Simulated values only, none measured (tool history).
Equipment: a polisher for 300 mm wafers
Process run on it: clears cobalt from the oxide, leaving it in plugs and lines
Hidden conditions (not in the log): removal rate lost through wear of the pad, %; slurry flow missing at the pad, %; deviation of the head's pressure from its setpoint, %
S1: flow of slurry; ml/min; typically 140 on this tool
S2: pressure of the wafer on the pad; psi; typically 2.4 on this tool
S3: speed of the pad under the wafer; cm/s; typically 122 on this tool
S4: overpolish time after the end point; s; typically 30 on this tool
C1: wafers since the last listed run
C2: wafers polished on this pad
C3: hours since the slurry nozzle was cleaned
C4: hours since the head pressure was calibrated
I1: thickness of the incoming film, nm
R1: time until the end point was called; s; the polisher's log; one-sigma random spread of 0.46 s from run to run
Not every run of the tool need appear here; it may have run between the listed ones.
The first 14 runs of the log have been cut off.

run 15 hour=433.8 | S1=140 S2=2.4 S3=122 S4=30 | C1=255 C2=265 C3=136.2 C4=687.2 | I1=298.6 | R1=30.9
run 16 hour=459.7 | S1=160 S2=2.4 S3=122 S4=30 | C1=197 C2=463 C3=162.1 C4=713.1 | I1=303.2 | R1=32.4
run 17 hour=482.4 | S1=180 S2=1.6 S3=140 S4=21 | C1=173 C2=637 C3=184.8 C4=735.8 | I1=297.0 | R1=39.9
run 18 hour=503.2 | S1=140 S2=2.4 S3=122 S4=30 | C1=158 C2=796 C3=205.6 C4=756.6 | I1=297.3 | R1=31.8
run 19 hour=522.2 | S1=120 S2=2.2 S3=150 S4=14 | C1=145 C2=941 C3=224.6 C4=775.6 | I1=300.2 | R1=30.3
run 20 hour=534.5 | S1=140 S2=2.4 S3=122 S4=30 | C1=93 C2=1035 C3=236.9 C4=787.9 | I1=294.5 | R1=31.9
-- hour=552.1 worn pad replaced by a new one
-- hour=567.7 head pressure recalibrated
run 21 hour=569.5 | S1=140 S2=2.4 S3=122 S4=30 | C1=221 C2=117 C3=271.9 C4=1.8 | I1=304.5 | R1=38.2
run 22 hour=596.7 | S1=140 S2=2.4 S3=122 S4=30 | C1=207 C2=325 C3=299.1 C4=29.0 | I1=299.6 | R1=37.1
run 23 hour=614.2 | S1=110 S2=1.8 S3=152 S4=30 | C1=133 C2=459 C3=316.6 C4=46.5 | I1=301.7 | R1=42.8
run 24 hour=627.5 | S1=140 S2=2.4 S3=122 S4=18 | C1=101 C2=560 C3=329.9 C4=59.8 | I1=302.8 | R1=37.7
run 25 hour=652.6 | S1=165 S2=1.7 S3=136 S4=15 | C1=191 C2=752 C3=355.0 C4=84.9 | I1=297.4 | R1=45.7
run 26 hour=667.8 | S1=140 S2=2.4 S3=122 S4=30 | C1=116 C2=868 C3=370.2 C4=100.1 | I1=302.1 | R1=37.4
run 27 hour=689.2 | S1=140 S2=2.7 S3=146 S4=30 | C1=163 C2=1032 C3=391.6 C4=121.5 | I1=299.5 | R1=28.1
run 28 hour=714.6 | S1=140 S2=2.4 S3=122 S4=30 | C1=194 C2=1226 C3=417.0 C4=146.9 | I1=304.3 | R1=37.9
run 29 hour=732.9 | S1=155 S2=2.4 S3=122 S4=30 | C1=139 C2=1366 C3=435.3 C4=165.2 | I1=298.6 | R1=36.6
-- hour=753.0 worn pad replaced by a new one
run 30 hour=753.5 | S1=190 S2=2.8 S3=150 S4=44 | C1=126 C2=4 C3=455.9 C4=185.8 | I1=305.2 | R1=24.2
run 31 hour=768.5 | S1=185 S2=2.9 S3=122 S4=30 | C1=114 C2=118 C3=470.9 C4=200.8 | I1=304.1 | R1=29.5
run 32 hour=854.6 | S1=140 S2=2.4 S3=122 S4=30 | C1=657 C2=776 C3=557.0 C4=286.9 | I1=299.9 | R1=37.0
run 33 hour=879.3 | S1=140 S2=2.8 S3=110 S4=30 | C1=188 C2=965 C3=581.7 C4=311.6 | I1=302.4 | R1=36.4

3 options for the next run, each taken on its own from the tool as it stands now. Forecast them:
run A hour=879.7 | S1=140 S2=2.4 S3=122 S4=30 | C1=3 C2=968 C3=582.1 C4=312.0 | I1=305.2 | R1=?
run B hour=879.7 | S1=140 S2=1.8 S3=122 S4=30 | C1=3 C2=968 C3=582.1 C4=312.0 | I1=305.2 | R1=?
run C hour=879.7 | S1=120 S2=2.2 S3=160 S4=41 | C1=3 C2=968 C3=582.1 C4=312.0 | I1=305.2 | R1=?

run=A R1=37.9
run=B R1=50.5
run=C R1=33.6
What these runs would have given with no unlogged condition in the tool:
run=A R1=35.4
run=B R1=47.2
run=C R1=30.8

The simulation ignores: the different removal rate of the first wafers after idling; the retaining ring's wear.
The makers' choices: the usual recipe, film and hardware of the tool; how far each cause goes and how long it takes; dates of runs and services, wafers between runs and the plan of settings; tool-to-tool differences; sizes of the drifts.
